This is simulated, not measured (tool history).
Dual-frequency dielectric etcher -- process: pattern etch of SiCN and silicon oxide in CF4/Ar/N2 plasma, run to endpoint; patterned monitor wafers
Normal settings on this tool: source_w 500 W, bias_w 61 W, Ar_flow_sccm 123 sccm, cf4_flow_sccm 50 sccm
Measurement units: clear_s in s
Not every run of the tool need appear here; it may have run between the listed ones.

run,hour,source_w,bias_w,Ar_flow_sccm,cf4_flow_sccm,wafers since the last listed run,hours since the last wet clean,hours since the last source power generator calibration,hours since the last bias power generator calibration,hours since the last Ar flow controller change,hours since the last CF4 flow controller change,hours since the last upper electrode change,"incoming incoming film thickness, nm",clear_s
1,0,500,57,131,50,0,490.5,2450.7,3370.6,68.7,11.8,5021.4,10.34,13.5
2,30.7,500,57,131,50,342,521.2,2481.4,3401.3,99.4,42.5,5052.1,10.41,13.4
# hour 71.7: upper electrode replaced
3,72.2,500,57,131,50,195,562.7,2522.9,3442.8,140.9,84,0.5,10.49,13.7
4,82.7,500,61,123,50,117,573.2,2533.4,3453.3,151.4,94.5,11,10.32,12.9
5,96.8,500,61,123,50,157,587.3,2547.5,3467.4,165.5,108.6,25.1,10.41,13
6,115.5,460,47,123,38,208,606,2566.2,3486.1,184.2,127.3,43.8,10.48,16.4
# hour 159.6: wet clean of the chamber
7,160.1,600,61,123,50,230,0.5,2610.8,3530.7,228.8,171.9,88.4,10.38,11.3
8,181.2,500,52,123,50,235,21.6,2631.9,3551.8,249.9,193,109.5,10.41,13.9
# hour 195.7: source power generator calibrated
9,196.2,500,49,102,46,122,36.6,0.5,3566.8,264.9,208,124.5,10.38,14
10,213.4,500,61,123,50,192,53.8,17.7,3584,282.1,225.2,141.7,10.31,12.9
11,242.3,500,52,123,50,322,82.7,46.6,3612.9,311,254.1,170.6,10.43,13.9
12,276.5,500,48,123,50,381,116.9,80.8,3647.1,345.2,288.3,204.8,10.35,14.2
13,298.3,530,56,123,56,243,138.7,102.6,3668.9,367,310.1,226.6,10.42,12.7
# hour 316.1: bias power generator calibrated
14,316.6,500,66,136,50,159,157,120.9,0.5,385.3,328.4,244.9,10.42,12.9
15,349.8,500,61,123,56,370,190.2,154.1,33.7,418.5,361.6,278.1,10.32,12.7
16,365.9,560,61,123,50,179,206.3,170.2,49.8,434.6,377.7,294.2,10.52,12.1
17,391.6,500,61,123,53,286,232,195.9,75.5,460.3,403.4,319.9,10.48,12.9
18,415.8,590,49,132,61,270,256.2,220.1,99.7,484.5,427.6,344.1,10.39,12
19,443,560,61,123,50,303,283.4,247.3,126.9,511.7,454.8,371.3,10.36,11.8
20,464,400,73,140,43,234,304.4,268.3,147.9,532.7,475.8,392.3,10.45,15.2
21,484.7,500,61,123,60,231,325.1,289,168.6,553.4,496.5,413,10.39,12.6
22,504.5,500,61,123,50,221,344.9,308.8,188.4,573.2,516.3,432.8,10.3,12.9
23,529.5,500,61,103,54,279,369.9,333.8,213.4,598.2,541.3,457.8,10.36,12.6

5 options for the next run, each taken on its own from the tool as it stands now. Forecast them:
A,529.9,500,61,113,50,4,370.3,334.2,213.8,598.6,541.7,458.2,10.32,?
B,529.9,610,61,147,55,4,370.3,334.2,213.8,598.6,541.7,458.2,10.32,?
C,529.9,560,54,150,50,4,370.3,334.2,213.8,598.6,541.7,458.2,10.32,?
D,529.9,500,61,113,59,4,370.3,334.2,213.8,598.6,541.7,458.2,10.32,?
E,529.9,620,61,93,50,4,370.3,334.2,213.8,598.6,541.7,458.2,10.32,?

run,clear_s
A,12.8
B,11.1
C,12.7
D,12.4
E,10.5
With the hidden condition removed and each run's random variation left untouched, the same runs would have given:
run,clear_s
A,12.8
B,11.1
C,12.7
D,12.4
E,10.5

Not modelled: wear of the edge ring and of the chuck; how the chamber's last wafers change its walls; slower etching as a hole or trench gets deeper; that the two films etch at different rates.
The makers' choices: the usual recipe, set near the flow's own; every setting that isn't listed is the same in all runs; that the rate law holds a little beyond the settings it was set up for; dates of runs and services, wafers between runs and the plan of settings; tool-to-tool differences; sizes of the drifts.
